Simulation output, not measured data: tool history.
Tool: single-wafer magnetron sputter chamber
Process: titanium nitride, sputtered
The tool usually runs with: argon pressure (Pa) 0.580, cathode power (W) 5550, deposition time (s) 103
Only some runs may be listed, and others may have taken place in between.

run     day  argon pressure (Pa)  cathode power (W)  deposition time (s)  wafers since the last listed run  wafers on the sputter target  hours since the last manometer calibration  hours since the magnet pack was replaced  hours since the gauge calibration  read-back reference wafer on the same gauge, thickness_nm  mean film thickness on the monitor wafer (angstrom)
  1   0.000                0.580               5550                  103                                 0                          2585                                      1327.2                                    6746.2                              576.4                                                     96.352                                               844.43
  2   0.529                0.580               5550                  103                               222                          2808                                      1339.9                                    6758.9                              589.1                                                     96.276                                               836.57
      1.892  -- capacitance manometer re-zeroed and calibrated
  3   2.321                0.580               5550                  103                               613                          3422                                        10.3                                    6801.9                              632.1                                                     96.377                                               840.06
  4   3.067                0.580               5550                  103                               314                          3736                                        28.2                                    6819.8                              650.0                                                     96.411                                               836.22
      3.475  -- sputter target and shields replaced
  5   4.117                0.580               5550                  103                               301                           269                                        53.4                                    6845.0                              675.2                                                     96.448                                               875.02
      4.988  -- magnet pack replaced
  6   5.008                0.580               5550                  103                               235                           504                                        74.8                                       0.5                              696.6                                                     96.499                                               862.62
  7   5.354                0.580               5550                  103                               145                           650                                        83.1                                       8.8                              704.9                                                     96.398                                               847.60
      5.967  -- gauge calibrated
  8   6.029                0.580               5550                  103                               284                           934                                        99.3                                      25.0                                1.5                                                     96.511                                               848.75
  9   6.638                0.580               5550                  103                               256                          1190                                       113.9                                      39.6                               16.1                                                     96.362                                               841.95
 10   7.083                0.580               5550                  103                               187                          1378                                       124.6                                      50.3                               26.8                                                     96.453                                               842.71
 11   7.846                0.580               5550                   91                               321                          1699                                       142.9                                      68.6                               45.1                                                     96.310                                               737.29
 12   8.312                0.580               5550                  103                               196                          1895                                       154.1                                      79.8                               56.3                                                     96.409                                               844.77
 13   8.871                0.358               6050                   91                               235                          2131                                       167.5                                      93.2                               69.7                                                     96.329                                               840.23
 14   9.567                0.410               5150                   96                               292                          2423                                       184.2                                     109.9                               86.4                                                     96.388                                               749.38
 15  10.500                0.351               4650                   97                               392                          2816                                       206.6                                     132.3                              108.8                                                     96.316                                               684.18
 16  11.417                0.765               5550                  119                               385                          3202                                       228.6                                     154.3                              130.8                                                     96.351                                               929.35
 17  11.888                0.580               5550                  103                               198                          3401                                       239.9                                     165.6                              142.1                                                     96.460                                               825.60
 18  12.358                0.403               5150                   90                               198                          3599                                       251.2                                     176.9                              153.4                                                     96.399                                               694.17
 19  12.671                0.700               5550                  103                               131                          3730                                       258.7                                     184.4                              160.9                                                     96.364                                               819.99
     13.067  -- sputter target and shields replaced
 20  13.329                0.385               4400                   91                               136                           109                                       274.5                                     200.2                              176.7                                                     96.461                                               642.24
 21  13.708                0.580               5550                  103                               159                           269                                       283.6                                     209.3                              185.8                                                     96.404                                               877.69
 22  14.117                0.580               6250                  103                               171                           441                                       293.4                                     219.1                              195.6                                                     96.443                                               998.22
 23  14.783                0.580               5550                  103                               280                           721                                       309.4                                     235.1                              211.6                                                     96.364                                               865.41
 24  15.342                0.580               5550                   92                               235                           957                                       322.8                                     248.5                              225.0                                                     96.333                                               767.81
 25  15.821                0.580               4600                  103                               201                          1158                                       334.3                                     260.0                              236.5                                                     96.463                                               709.06
 26  16.162                0.580               5550                  103                               143                          1302                                       342.5                                     268.2                              244.7                                                     96.459                                               855.02
 27  16.488                0.676               4700                   87                               136                          1439                                       350.3                                     276.0                              252.5                                                     96.447                                               597.29
 28  16.875                0.461               6400                  103                               163                          1602                                       359.6                                     285.3                              261.8                                                     96.373                                               998.85
 29  17.262                0.742               4350                  103                               163                          1765                                       368.9                                     294.6                              271.1                                                     96.487                                               651.81
 30  17.546                0.664               5550                  120                               119                          1885                                       375.7                                     301.4                              277.9                                                     96.451                                               969.80
 31  17.929                0.580               6850                  103                               161                          2046                                       384.9                                     310.6                              287.1                                                     96.417                                              1045.48
 32  18.642                0.461               5550                  103                               299                          2346                                       402.0                                     327.7                              304.2                                                     96.485                                               865.97
 33  18.900                0.478               6150                  103                               108                          2455                                       408.2                                     333.9                              310.4                                                     96.419                                               956.54
 34  19.471                0.730               4450                  111                               240                          2695                                       421.9                                     347.6                              324.1                                                     96.405                                               710.86

Take each entry between the runs: how does the hidden state at the last listed run before it differ from the hidden state at the first listed run after it?
After run 2, before run 3: capacitance manometer re-zeroed and calibrated (day 1.892)
  deposition rate above that of a new target (%): -6.32 -> -6.61
  the result without the hidden state subtracted from the measured one, mean film thickness on the monitor wafer (angstrom): -56.41 -> -59.50
After run 4, before run 5: sputter target and shields replaced (day 3.475)
  deposition rate above that of a new target (%): -6.69 -> -2.54
  the result without the hidden state subtracted from the measured one, mean film thickness on the monitor wafer (angstrom): -59.97 -> -22.82
After run 5, before run 6: magnet pack replaced (day 4.988)
  deposition rate above that of a new target (%): -2.54 -> -3.99
  the result without the hidden state subtracted from the measured one, mean film thickness on the monitor wafer (angstrom): -22.82 -> -35.84
After run 7, before run 8: gauge calibrated (day 5.967)
  deposition rate above that of a new target (%): -4.44 -> -5.17
  the result without the hidden state subtracted from the measured one, mean film thickness on the monitor wafer (angstrom): -39.37 -> -46.29
After run 19, before run 20: sputter target and shields replaced (day 13.067)
  deposition rate above that of a new target (%): -7.63 -> -0.991
  the result without the hidden state subtracted from the measured one, mean film thickness on the monitor wafer (angstrom): -67.73 -> -6.43
